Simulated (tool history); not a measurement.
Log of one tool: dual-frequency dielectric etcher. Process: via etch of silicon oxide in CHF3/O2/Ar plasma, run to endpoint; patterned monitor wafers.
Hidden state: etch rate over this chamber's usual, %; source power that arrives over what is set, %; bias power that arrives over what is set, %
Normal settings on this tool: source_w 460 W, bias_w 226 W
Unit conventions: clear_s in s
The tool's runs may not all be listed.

run,hour,source_w,bias_w,wafers since the last listed run,hours since the last wet clean,hours since the last source power generator calibration,hours since the last bias power generator calibration,hours since the last upper electrode change,"incoming incoming film thickness, nm",clear_s
1,0,460,226,0,428.2,3016.2,2001.3,2826.6,423.6,207.3
2,47,460,226,159,475.2,3063.2,2048.3,2873.6,428.7,210.9
3,90.9,460,226,148,519.1,3107.1,2092.2,2917.5,428.2,206.9
# hour 123.5: wet clean of the chamber
4,158,460,226,146,34.5,3174.2,2159.3,2984.6,427.2,213.6
5,203.1,430,214,152,79.6,3219.3,2204.4,3029.7,428.3,226.8
6,250.7,430,214,161,127.2,3266.9,2252,3077.3,424.4,222.6
7,317.5,430,214,226,194,3333.7,2318.8,3144.1,423.8,225.2
# hour 364.9: upper electrode replaced
8,382.7,460,188,139,259.2,3398.9,2384,17.8,424,223
9,477.9,460,188,322,354.4,3494.1,2479.2,113,427.1,220.7
# hour 506.6: source power generator calibrated
10,530.3,460,188,164,406.8,23.7,2531.6,165.4,423.9,220.2
11,600,370,197,236,476.5,93.4,2601.3,235.1,424.1,248.3
12,631.6,420,260,107,508.1,125,2632.9,266.7,426.6,209.9
# hour 671.8: wet clean of the chamber
13,672.3,460,226,56,0.5,165.7,2673.6,307.4,423.1,202.7
# hour 722: bias power generator calibrated
14,723.5,570,185,160,51.7,216.9,1.5,358.6,426.9,193.7
15,783.7,550,260,204,111.9,277.1,61.7,418.8,427.3,175
16,832.5,460,226,165,160.7,325.9,110.5,467.6,423.8,201.2
17,899.6,350,226,227,227.8,393,177.6,534.7,424.3,237.3
# hour 925.3: wet clean of the chamber, repeated, since the last time left the tool worse
18,939.9,460,226,55,14.6,433.3,217.9,575,420.7,212.6
19,1005.4,460,226,222,80.1,498.8,283.4,640.5,426.5,212.8
20,1035.8,390,273,103,110.5,529.2,313.8,670.9,431.9,223.5

How the hidden state differs across the entries between the runs, from the last listed run before each to the first after it:
Logged between run 3 and run 4: wet clean of the chamber (hour 123.5)
  etch rate over this chamber's usual, %: 3.14 -> 0.332
  measured less the result without the state, clear_s: -6.5 -> -0.7 s
Logged between run 7 and run 8: upper electrode replaced (hour 364.9)
  etch rate over this chamber's usual, %: 1.23 -> 1.59
  measured less the result without the state, clear_s: -2.7 -> -3.6 s
Logged between run 9 and run 10: source power generator calibrated (hour 506.6)
  etch rate over this chamber's usual, %: 2.12 -> 2.42
  measured less the result without the state, clear_s: -4.7 -> -5.3 s
Logged between run 12 and run 13: wet clean of the chamber (hour 671.8)
  etch rate over this chamber's usual, %: 2.98 -> 5.49
  measured less the result without the state, clear_s: -6.3 -> -11.1 s
Logged between run 13 and run 14: bias power generator calibrated (hour 722)
  etch rate over this chamber's usual, %: 5.49 -> 5.78
  measured less the result without the state, clear_s: -11.1 -> -11.2 s
Logged between run 17 and run 18: wet clean of the chamber, repeated, since the last time left the tool worse (hour 925.3)
  etch rate over this chamber's usual, %: 6.77 -> 0.081
  measured less the result without the state, clear_s: -16.1 -> -0.1 s

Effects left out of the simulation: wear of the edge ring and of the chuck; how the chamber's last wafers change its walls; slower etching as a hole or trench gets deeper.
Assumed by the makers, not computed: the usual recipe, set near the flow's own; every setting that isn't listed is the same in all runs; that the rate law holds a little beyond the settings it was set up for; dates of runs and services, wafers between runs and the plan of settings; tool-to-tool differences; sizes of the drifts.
